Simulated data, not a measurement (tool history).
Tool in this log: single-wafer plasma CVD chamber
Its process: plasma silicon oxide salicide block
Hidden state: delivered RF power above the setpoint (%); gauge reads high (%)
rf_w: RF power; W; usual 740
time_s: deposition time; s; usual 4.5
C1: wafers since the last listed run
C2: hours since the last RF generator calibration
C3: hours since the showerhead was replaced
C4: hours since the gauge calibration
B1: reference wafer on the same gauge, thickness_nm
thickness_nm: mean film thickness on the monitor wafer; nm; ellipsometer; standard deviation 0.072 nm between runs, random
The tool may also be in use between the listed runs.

Run 1, hour 0: usual settings but rf_w 700 W, time_s 5.01 s; C1 0; C2 1408.2; C3 6792.5; C4 156.7; B1 53.101. Result: thickness_nm 53.01 nm.
Run 2, hour 8.4: usual settings but rf_w 700 W, time_s 5.01 s; C1 382; C2 1416.6; C3 6800.9; C4 165.1; B1 53.098. Result: thickness_nm 52.916 nm.
Run 3, hour 17.9: usual settings but rf_w 700 W, time_s 5.01 s; C1 432; C2 1426.1; C3 6810.4; C4 174.6; B1 53.103. Result: thickness_nm 53.202 nm.
Run 4, hour 24.2: usual settings; C1 286; C2 1432.4; C3 6816.7; C4 180.9; B1 53.105. Result: thickness_nm 48.261 nm.
Run 5, hour 43.2: usual settings; C1 864; C2 1451.4; C3 6835.7; C4 199.9; B1 53.093. Result: thickness_nm 48.264 nm.
Run 6, hour 90.9: usual settings but rf_w 780 W, time_s 5.17 s; C1 2170; C2 1499.1; C3 6883.4; C4 247.6; B1 53.109. Result: thickness_nm 56.244 nm.
Run 7, hour 106: usual settings but rf_w 780 W, time_s 5.17 s; C1 687; C2 1514.2; C3 6898.5; C4 262.7; B1 53.093. Result: thickness_nm 56.058 nm.
Run 8, hour 123.4: usual settings but rf_w 780 W, time_s 5.17 s; C1 791; C2 1531.6; C3 6915.9; C4 280.1; B1 53.099. Result: thickness_nm 55.955 nm.
Run 9, hour 130.6: usual settings; C1 327; C2 1538.8; C3 6923.1; C4 287.3; B1 53.101. Result: thickness_nm 48.23 nm.
Run 10, hour 139.7: usual settings; C1 414; C2 1547.9; C3 6932.2; C4 296.4; B1 53.108. Result: thickness_nm 48.28 nm.
Run 11, hour 154.4: usual settings; C1 668; C2 1562.6; C3 6946.9; C4 311.1; B1 53.094. Result: thickness_nm 48.231 nm.
Run 12, hour 171: usual settings but time_s 4.02 s; C1 755; C2 1579.2; C3 6963.5; C4 327.7; B1 53.092. Result: thickness_nm 43.021 nm.
Run 13, hour 183.9: usual settings; C1 586; C2 1592.1; C3 6976.4; C4 340.6; B1 53.094. Result: thickness_nm 48.21 nm.
Run 14, hour 191.3: usual settings; C1 336; C2 1599.5; C3 6983.8; C4 348; B1 53.106. Result: thickness_nm 48.257 nm.
At hour 200.9: showerhead replaced.
Run 15, hour 207.4: usual settings; C1 368; C2 1615.6; C3 6.5; C4 364.1; B1 53.097. Result: thickness_nm 48.295 nm.
Run 16, hour 218.9: usual settings but rf_w 850 W; C1 523; C2 1627.1; C3 18; C4 375.6; B1 53.107. Result: thickness_nm 49.748 nm.
At hour 239.8: RF generator calibrated.
Run 17, hour 240.3: usual settings but rf_w 850 W; C1 609; C2 0.5; C3 39.4; C4 397; B1 53.101. Result: thickness_nm 49.687 nm.
Run 18, hour 249.5: usual settings but rf_w 795 W, time_s 4.27 s; C1 418; C2 9.7; C3 48.6; C4 406.2; B1 53.087. Result: thickness_nm 46.61 nm.
At hour 257.2: gauge calibrated.
Run 19, hour 264.5: usual settings but rf_w 655 W, time_s 4.11 s; C1 682; C2 24.7; C3 63.6; C4 7.3; B1 53.099. Result: thickness_nm 42.894 nm.
Run 20, hour 281.8: usual settings but rf_w 845 W, time_s 4.9 s; C1 787; C2 42; C3 80.9; C4 24.6; B1 53.1. Result: thickness_nm 54.308 nm.
Run 21, hour 295.5: usual settings; C1 623; C2 55.7; C3 94.6; C4 38.3; B1 53.099. Result: thickness_nm 48.29 nm.
Run 22, hour 312.3: usual settings; C1 764; C2 72.5; C3 111.4; C4 55.1; B1 53.096. Result: thickness_nm 48.265 nm.
Run 23, hour 320: usual settings; C1 350; C2 80.2; C3 119.1; C4 62.8; B1 53.088. Result: thickness_nm 48.151 nm.
Run 24, hour 326.2: usual settings but time_s 5.12 s; C1 282; C2 86.4; C3 125.3; C4 69; B1 53.1. Result: thickness_nm 54.948 nm.
Run 25, hour 334.8: usual settings but rf_w 830 W, time_s 3.86 s; C1 391; C2 95; C3 133.9; C4 77.6; B1 53.089. Result: thickness_nm 42.575 nm.
Run 26, hour 350.6: usual settings but rf_w 885 W, time_s 3.8 s; C1 718; C2 110.8; C3 149.7; C4 93.4; B1 53.111. Result: thickness_nm 42.424 nm.
Run 27, hour 366.1: usual settings but time_s 3.83 s; C1 705; C2 126.3; C3 165.2; C4 108.9; B1 53.096. Result: thickness_nm 41.099 nm.
Run 28, hour 374.7: usual settings but rf_w 670 W, time_s 4.83 s; C1 391; C2 134.9; C3 173.8; C4 117.5; B1 53.083. Result: thickness_nm 50.61 nm.
Run 29, hour 390.3: usual settings; C1 709; C2 150.5; C3 189.4; C4 133.1; B1 53.099. Result: thickness_nm 48.262 nm.
Run 30, hour 402.3: usual settings but rf_w 780 W, time_s 5.17 s; C1 546; C2 162.5; C3 201.4; C4 145.1; B1 53.103. Result: thickness_nm 56.138 nm.
Run 31, hour 408.5: usual settings but time_s 3.94 s; C1 282; C2 168.7; C3 207.6; C4 151.3; B1 53.094. Result: thickness_nm 42.204 nm.
Run 32, hour 415.5: usual settings; C1 318; C2 175.7; C3 214.6; C4 158.3; B1 53.113. Result: thickness_nm 48.219 nm.
Run 33, hour 424: usual settings but rf_w 780 W, time_s 5.27 s; C1 386; C2 184.2; C3 223.1; C4 166.8; B1 53.098. Result: thickness_nm 57.064 nm.
Run 34, hour 435.7: usual settings but rf_w 800 W, time_s 5.06 s; C1 532; C2 195.9; C3 234.8; C4 178.5; B1 53.102. Result: thickness_nm 55.305 nm.

What differs in the tool's unlogged condition from the final listed run ahead of each entry between runs to the first listed run following it?
In the gap between runs 14 and 15: showerhead replaced (hour 200.9)
  nothing in the hidden state changes from one run to the other
In the gap between runs 16 and 17: RF generator calibrated (hour 239.8)
  nothing in the hidden state changes from one run to the other
In the gap between runs 18 and 19: gauge calibrated (hour 257.2)
  nothing in the hidden state changes from one run to the other

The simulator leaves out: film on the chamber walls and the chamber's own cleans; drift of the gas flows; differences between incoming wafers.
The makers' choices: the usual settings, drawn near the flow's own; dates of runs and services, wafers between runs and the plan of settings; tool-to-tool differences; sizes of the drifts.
